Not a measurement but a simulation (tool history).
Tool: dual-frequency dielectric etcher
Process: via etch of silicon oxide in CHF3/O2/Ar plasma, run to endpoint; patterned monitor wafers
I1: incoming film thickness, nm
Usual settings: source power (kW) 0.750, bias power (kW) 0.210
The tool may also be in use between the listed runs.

Run 1, hour 0.0: usual settings but source power (kW) 0.840; I1 523.9. Result: endpoint time (s) 225.5.
Run 2, hour 97.0: usual settings; I1 523.9. Result: endpoint time (s) 232.0.
Run 3, hour 163.5: usual settings; I1 527.3. Result: endpoint time (s) 235.9.
Run 4, hour 232.9: usual settings; I1 519.1. Result: endpoint time (s) 231.1.
Run 5, hour 269.0: usual settings but source power (kW) 0.700; I1 520.9. Result: endpoint time (s) 238.1.
Run 6, hour 333.1: usual settings; I1 531.0. Result: endpoint time (s) 232.0.
At hour 381.4: wet clean of the chamber.
Run 7, hour 405.1: usual settings; I1 522.0. Result: endpoint time (s) 242.3.
Run 8, hour 430.4: usual settings; I1 524.8. Result: endpoint time (s) 244.6.
Run 9, hour 469.9: usual settings but bias power (kW) 0.183; I1 523.6. Result: endpoint time (s) 250.6.
Run 10, hour 514.1: usual settings but source power (kW) 0.870; I1 522.2. Result: endpoint time (s) 224.7.
At hour 525.9: source power generator calibrated.
Run 11, hour 552.1: usual settings but source power (kW) 0.870; I1 524.8. Result: endpoint time (s) 227.4.
Run 12, hour 619.9: usual settings but source power (kW) 0.700, bias power (kW) 0.247; I1 523.8. Result: endpoint time (s) 228.8.
Run 13, hour 676.9: usual settings but source power (kW) 0.860, bias power (kW) 0.241; I1 523.7. Result: endpoint time (s) 211.8.
Run 14, hour 704.1: usual settings; I1 524.0. Result: endpoint time (s) 236.0.
At hour 780.0: wet clean of the chamber.
At hour 781.5: bias power generator calibrated.
Run 15, hour 782.0: usual settings but source power (kW) 0.880; I1 522.8. Result: endpoint time (s) 225.1.
Run 16, hour 814.4: usual settings; I1 525.0. Result: endpoint time (s) 242.2.
At hour 893.3: upper electrode replaced.
Run 17, hour 893.8: usual settings but source power (kW) 0.920, bias power (kW) 0.259; I1 524.6. Result: endpoint time (s) 205.0.
Run 18, hour 928.6: usual settings but source power (kW) 0.810, bias power (kW) 0.236; I1 524.8. Result: endpoint time (s) 220.1.
Run 19, hour 972.7: usual settings; I1 523.8. Result: endpoint time (s) 236.4.
Run 20, hour 1041.4: usual settings; I1 524.5. Result: endpoint time (s) 232.0.
Run 21, hour 1104.4: usual settings; I1 527.5. Result: endpoint time (s) 234.0.
Run 22, hour 1140.0: usual settings but source power (kW) 0.860, bias power (kW) 0.164; I1 527.6. Result: endpoint time (s) 245.1.
Run 23, hour 1165.9: usual settings but source power (kW) 0.800, bias power (kW) 0.159; I1 525.1. Result: endpoint time (s) 251.7.

5 ways to go on from here, each from the tool as it stands after run 23. What would each give?
Run A, hour 1166.4: usual settings but source power (kW) 0.860; I1 520.8. Result: endpoint time (s) ?.
Run B, hour 1166.4: usual settings but source power (kW) 0.650, bias power (kW) 0.166; I1 520.8. Result: endpoint time (s) ?.
Run C, hour 1166.4: usual settings but bias power (kW) 0.193; I1 520.8. Result: endpoint time (s) ?.
Run D, hour 1166.4: usual settings but source power (kW) 0.650; I1 520.8. Result: endpoint time (s) ?.
Run E, hour 1166.4: usual settings but source power (kW) 0.690, bias power (kW) 0.177; I1 520.8. Result: endpoint time (s) ?.

run  endpoint time (s)
  A              216.9
  B              260.4
  C              234.7
  D              239.4
  E              249.3
Without the tool's hidden state the same runs would have given:
run  endpoint time (s)
  A              224.8
  B              269.9
  C              243.2
  D              248.1
  E              258.4
